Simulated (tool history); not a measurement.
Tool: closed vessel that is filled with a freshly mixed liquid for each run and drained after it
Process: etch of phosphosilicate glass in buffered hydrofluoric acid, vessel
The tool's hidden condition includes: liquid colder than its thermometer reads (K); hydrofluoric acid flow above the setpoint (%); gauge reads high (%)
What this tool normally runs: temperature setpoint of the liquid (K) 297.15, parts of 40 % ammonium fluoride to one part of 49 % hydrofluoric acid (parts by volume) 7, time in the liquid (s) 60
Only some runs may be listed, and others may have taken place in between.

run     day  temperature setpoint of the liquid (K)  parts of 40 % ammonium fluoride to one part of 49 % hydrofluoric acid (parts by volume)  time in the liquid (s)  wafers since the last listed run  hours since the thermometer was replaced  hours since the hydrofluoric acid flow meter was replaced  hours since the gauge calibration  read-back film thickness of the phosphosilicate glass reference wafer, read on the same gauge (nm)  thickness taken off the phosphosilicate glass on a monitor wafer (Å)
  1       0                                  297.15                                                                                        7                      60                                 0                                    1923.4                                                      216.9                              634.8                                                                                                  30                                                                3938.4
  2   1.088                                  297.15                                                                                        7                      30                              2557                                    1949.5                                                        243                              660.9                                                                                               30.01                                                                1977.2
  3   2.421                                  297.15                                                                                        7                      30                              3136                                    1981.5                                                        275                              692.9                                                                                               29.98                                                                1959.4
  4   3.771                                  297.15                                                                                        7                      30                              3175                                    2013.9                                                      307.4                              725.3                                                                                               29.99                                                                1968.1
  5   4.571                                  297.15                                                                                        7                      50                              1881                                    2033.1                                                      326.6                              744.5                                                                                                  30                                                                3237.8
  6     5.1                                  295.65                                                                                        5                      60                              1244                                    2045.8                                                      339.3                              757.2                                                                                               29.98                                                                4781.8
  7   6.088                                  295.65                                                                                        5                      60                              2322                                    2069.5                                                        363                              780.9                                                                                               30.01                                                                  4708
  8   7.458                                  297.15                                                                                        7                      60                              3224                                    2102.4                                                      395.9                              813.8                                                                                               29.99                                                                3900.3
  9    8.25                                  297.15                                                                                        7                      60                              1862                                    2121.4                                                      414.9                              832.8                                                                                                  30                                                                3877.5
 10   9.608                                  297.15                                                                                        7                      60                              3195                                      2154                                                      447.5                              865.4                                                                                               29.98                                                                  3878
 11  10.688                                  297.15                                                                                        7                      60                              2538                                    2179.9                                                      473.4                              891.3                                                                                               30.01                                                                3867.2
 12  11.958                                  297.15                                                                                        7                      60                              2989                                    2210.4                                                      503.9                              921.8                                                                                               29.96                                                                  3858
 13  12.525                                  297.15                                                                                        7                      60                              1332                                      2224                                                      517.5                              935.4                                                                                               30.01                                                                3880.5
 14   13.75                                  297.15                                                                                        7                      60                              2881                                    2253.4                                                      546.9                              964.8                                                                                               30.04                                                                3880.8
 15  14.446                                  300.65                                                                                        8                      95                              1636                                    2270.1                                                      563.6                              981.5                                                                                               30.03                                                                6364.7
     14.821  -- hydrofluoric acid flow meter replaced
 16  15.275                                  297.15                                                                                        7                      60                              1852                                      2290                                                       10.9                             1001.4                                                                                               29.98                                                                3846.4
     15.317  -- gauge calibrated
 17  16.142                                  295.65                                                                                        9                      30                              2038                                    2310.8                                                       31.7                               19.8                                                                                               30.02                                                                1345.9
 18  17.146                                  297.15                                                                                        7                      80                              2361                                    2334.9                                                       55.8                               43.9                                                                                               29.99                                                                5132.9
     17.946  -- thermometer replaced
 19  18.454                                  300.15                                                                                      9.5                      95                              2979                                      12.2                                                       87.2                               75.3                                                                                                  30                                                                6058.8
 20  19.638                                  299.15                                                                                        5                      60                              2783                                      40.6                                                      115.6                              103.7                                                                                               29.99                                                                6509.9
 21  21.112                                  297.15                                                                                        7                      40                              3469                                        76                                                        151                              139.1                                                                                               30.01                                                                2978.5
 22  22.096                                  300.15                                                                                        7                      60                              2312                                      99.6                                                      174.6                              162.7                                                                                               30.01                                                                  5203
 23   23.15                                  297.15                                                                                        7                      60                              2479                                     124.9                                                      199.9                                188                                                                                               30.01                                                                4383.4
 24  24.021                                  297.15                                                                                        7                      80                              2048                                     145.8                                                      220.8                              208.9                                                                                               30.04                                                                  5844
 25  25.254                                  297.15                                                                                        7                      45                              2900                                     175.4                                                      250.4                              238.5                                                                                               30.01                                                                3283.4
 26  26.421                                  293.65                                                                                        7                      45                              2744                                     203.4                                                      278.4                              266.5                                                                                               30.02                                                                2699.8
 27  27.638                                  293.15                                                                                        7                      35                              2861                                     232.6                                                      307.6                              295.7                                                                                               30.01                                                                2062.9
 28   28.95                                  294.65                                                                                        9                      75                              3087                                     264.1                                                      339.1                              327.2                                                                                               29.97                                                                3633.6
 29  30.133                                  297.15                                                                                        5                      70                              2783                                     292.5                                                      367.5                              355.6                                                                                               29.99                                                                6893.5
 30  31.296                                  301.15                                                                                        6                      35                              2734                                     320.4                                                      395.4                              383.5                                                                                               30.02                                                                3621.9
 31  32.404                                  297.15                                                                                      9.5                      70                              2606                                       347                                                        422                              410.1                                                                                               29.98                                                                3741.3
 32  32.917                                  302.15                                                                                        8                      30                              1205                                     359.3                                                      434.3                              422.4                                                                                               30.04                                                                2454.9

Forecast each of these 4 alternatives for the next run:
  A  32.946                                  297.15                                                                                        7                      60                                68                                       360                                                        435                              423.1                                                                                                   ?                                                                     ?
  B  32.946                                  298.65                                                                                       10                      75                                68                                       360                                                        435                              423.1                                                                                                   ?                                                                     ?
  C  32.946                                  295.65                                                                                        7                      40                                68                                       360                                                        435                              423.1                                                                                                   ?                                                                     ?
  D  32.946                                  297.15                                                                                        5                      60                                68                                       360                                                        435                              423.1                                                                                                   ?                                                                     ?

run  read-back film thickness of the phosphosilicate glass reference wafer, read on the same gauge (nm)  thickness taken off the phosphosilicate glass on a monitor wafer (Å)
  A                                                                                               29.97                                                                4358.5
  B                                                                                               29.97                                                                4215.4
  C                                                                                               29.97                                                                2675.6
  D                                                                                               29.97                                                                5812.3
With the hidden condition removed and each run's random variation left untouched, the same runs would have given:
run  thickness taken off the phosphosilicate glass on a monitor wafer (Å)
  A                                                                4540.6
  B                                                                  4390
  C                                                                2788.5
  D                                                                6054.7
